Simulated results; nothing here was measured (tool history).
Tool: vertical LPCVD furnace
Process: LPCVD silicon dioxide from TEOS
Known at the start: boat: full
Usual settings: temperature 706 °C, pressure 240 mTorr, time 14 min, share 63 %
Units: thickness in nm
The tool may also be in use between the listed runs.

run,hour,temperature,pressure,time,share,"read-back reference wafer on the same gauge, thickness",thickness
1,0,706,240,14,63,90.53,98.06
2,35.7,706,240,14,63,90.49,98.21
3,50,706,240,14,63,90.48,98.19
4,80.4,711,240,11,63,90.5,86.74
5,110.6,711,240,14,63,90.52,109.78
6,140.3,706,240,14,63,90.51,98.28
7,165.2,706,240,14,63,90.49,98.4
8,182.9,706,200,14,73,90.48,96.32
# hour 210.6: TEOS flow controller replaced
9,279,706,200,14,73,90.5,96.56
10,303.6,706,200,14,73,90.53,96.8
11,323.9,706,240,14,63,90.53,98.58
# hour 330.4: gauge calibrated
12,337.6,706,285,14,63,90.5,108.29
13,356.2,711,240,9,58,90.5,68.15
14,371.5,700,240,16.5,56,90.48,95.54
# hour 432.6: thermocouples replaced and temperature profile calibrated
# hour 444.7: pressure gauge zeroed
15,445.2,706,215,14,63,90.46,93.55
16,462.8,706,240,9,63,90.49,63.36
17,478.9,714,240,17,75,90.49,156.82
18,503.3,706,240,14,63,90.51,98.82
19,538.2,706,240,14,55,90.49,92.15
20,563.6,706,240,14,63,90.55,98.57
21,578.9,706,240,14,63,90.48,98.27
22,591,706,240,14,63,90.5,98.23

Hidden state or all else? Some run-to-run changes of thickness, split into what the settings, what came in and random variation would give without the hidden state, and what is left for the hidden state (with any gauge scatter that isn't in both results):
The hidden state here: true tube temperature minus thermocouple reading, K; true pressure minus gauge reading, mTorr; deviation of the TEOS flow from its setpoint, %; gauge reads high (%).
Run 10 -> 11: pressure 200 -> 240, share 73 -> 63. thickness +1.78 nm: hidden state +0.57, all else +1.21.
Run 11 -> 12: pressure 240 -> 285, gauge calibrated. thickness +9.71 nm: hidden state +0.51, all else +9.2.
Run 16 -> 17: temperature 706 -> 714, time 9 -> 17, share 63 -> 75. thickness +93.46 nm: hidden state -0.06, all else +93.52.
Run 17 -> 18: temperature 714 -> 706, time 17 -> 14, share 75 -> 63. thickness -58 nm: hidden state -0.05, all else -57.95.
